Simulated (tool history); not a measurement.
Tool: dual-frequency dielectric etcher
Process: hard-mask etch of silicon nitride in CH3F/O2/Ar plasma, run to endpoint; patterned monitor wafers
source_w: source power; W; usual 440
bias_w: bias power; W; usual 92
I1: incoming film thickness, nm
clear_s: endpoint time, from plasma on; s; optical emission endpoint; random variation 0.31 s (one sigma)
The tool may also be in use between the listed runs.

{"run": 1, "day": 0.0, "source_w": 440, "bias_w": 92, "I1": 31.08, "clear_s": 45.6}
{"run": 2, "day": 1.812, "source_w": 440, "bias_w": 92, "I1": 31.03, "clear_s": 45.7}
{"day": 3.075, "done": "wet clean of the chamber"}
{"run": 3, "day": 3.096, "source_w": 510, "bias_w": 92, "I1": 31.46, "clear_s": 41.9}
{"run": 4, "day": 3.317, "source_w": 440, "bias_w": 92, "I1": 31.29, "clear_s": 44.3}
{"run": 5, "day": 4.008, "source_w": 510, "bias_w": 84, "I1": 31.59, "clear_s": 44.8}
{"run": 6, "day": 4.512, "source_w": 510, "bias_w": 84, "I1": 31.44, "clear_s": 44.9}
{"run": 7, "day": 5.438, "source_w": 440, "bias_w": 92, "I1": 31.25, "clear_s": 45}
{"run": 8, "day": 6.342, "source_w": 440, "bias_w": 92, "I1": 31.34, "clear_s": 45.1}
{"run": 9, "day": 7.067, "source_w": 440, "bias_w": 92, "I1": 31.29, "clear_s": 44.5}
{"run": 10, "day": 7.9, "source_w": 440, "bias_w": 92, "I1": 31.29, "clear_s": 44.3}
{"run": 11, "day": 9.2, "source_w": 440, "bias_w": 92, "I1": 30.97, "clear_s": 44.6}
{"run": 12, "day": 10.675, "source_w": 440, "bias_w": 92, "I1": 30.96, "clear_s": 44.6}
{"run": 13, "day": 12.108, "source_w": 410, "bias_w": 86, "I1": 31.18, "clear_s": 49}
{"run": 14, "day": 13.242, "source_w": 490, "bias_w": 82, "I1": 30.96, "clear_s": 47}
{"run": 15, "day": 14.133, "source_w": 440, "bias_w": 99, "I1": 31.09, "clear_s": 43.6}
{"day": 14.817, "done": "source power generator calibrated"}
{"run": 16, "day": 14.921, "source_w": 500, "bias_w": 108, "I1": 31.5, "clear_s": 40.7}
{"run": 17, "day": 15.492, "source_w": 360, "bias_w": 73, "I1": 31.1, "clear_s": 57.2}
{"day": 17.283, "done": "bias power generator calibrated"}
{"day": 17.321, "done": "wet clean of the chamber"}
{"day": 18.004, "done": "upper electrode replaced"}
{"run": 18, "day": 18.025, "source_w": 550, "bias_w": 92, "I1": 31.24, "clear_s": 40.2}
{"run": 19, "day": 19.067, "source_w": 330, "bias_w": 79, "I1": 31.19, "clear_s": 53.2}
{"run": 20, "day": 19.725, "source_w": 350, "bias_w": 92, "I1": 31.08, "clear_s": 47.8}
{"run": 21, "day": 21.079, "source_w": 440, "bias_w": 92, "I1": 31.35, "clear_s": 43.9}
{"run": 22, "day": 22.521, "source_w": 520, "bias_w": 115, "I1": 30.95, "clear_s": 36.1}
{"run": 23, "day": 23.867, "source_w": 390, "bias_w": 101, "I1": 31.22, "clear_s": 43.9}
{"run": 24, "day": 25.242, "source_w": 440, "bias_w": 107, "I1": 31.06, "clear_s": 41.4}
{"run": 25, "day": 26.646, "source_w": 500, "bias_w": 114, "I1": 30.96, "clear_s": 37.1}
{"run": 26, "day": 27.175, "source_w": 520, "bias_w": 72, "I1": 31.1, "clear_s": 47.3}
{"run": 27, "day": 27.775, "source_w": 410, "bias_w": 106, "I1": 31.18, "clear_s": 42.7}
{"run": 28, "day": 28.854, "source_w": 520, "bias_w": 92, "I1": 31.11, "clear_s": 41.8}
{"run": 29, "day": 29.483, "source_w": 440, "bias_w": 92, "I1": 31.12, "clear_s": 44.5}
{"run": 30, "day": 30.467, "source_w": 510, "bias_w": 105, "I1": 31.18, "clear_s": 39.6}
{"run": 31, "day": 31.175, "source_w": 370, "bias_w": 72, "I1": 31.19, "clear_s": 56.5}
{"run": 32, "day": 32.746, "source_w": 440, "bias_w": 92, "I1": 31.03, "clear_s": 45.2}
{"day": 33.938, "done": "wet clean of the chamber"}
{"run": 33, "day": 34.192, "source_w": 440, "bias_w": 92, "I1": 31.04, "clear_s": 43.3}
{"run": 34, "day": 35.633, "source_w": 340, "bias_w": 70, "I1": 31.51, "clear_s": 57.5}
{"run": 35, "day": 36.817, "source_w": 340, "bias_w": 98, "I1": 30.97, "clear_s": 46.5}

Some steps in clear_s between neighbouring runs. How much of each would the tool show without its hidden state too (settings, what came in, random variation), and how much is left for the hidden state, with any gauge scatter that isn't in both results?
The hidden state here: etch rate over this chamber's usual, %; source power that arrives over what is set, %; bias power that arrives over what is set, %.
Run 2 -> 3: source_w 440 -> 510, wet clean of the chamber. clear_s -3.8 s: hidden state -1.9, all else -1.9.
Run 16 -> 17: source_w 500 -> 360, bias_w 108 -> 73. clear_s +16.5 s: hidden state +0.9, all else +15.6.
Run 17 -> 18: source_w 360 -> 550, bias_w 73 -> 92, bias power generator calibrated, wet clean of the chamber, upper electrode replaced. clear_s -17 s: hidden state -3.2, all else -13.8.
Run 30 -> 31: source_w 510 -> 370, bias_w 105 -> 72. clear_s +16.9 s: hidden state +0.8, all else +16.1.
Run 32 -> 33: wet clean of the chamber. clear_s -1.9 s: hidden state -2.2, all else +0.3.
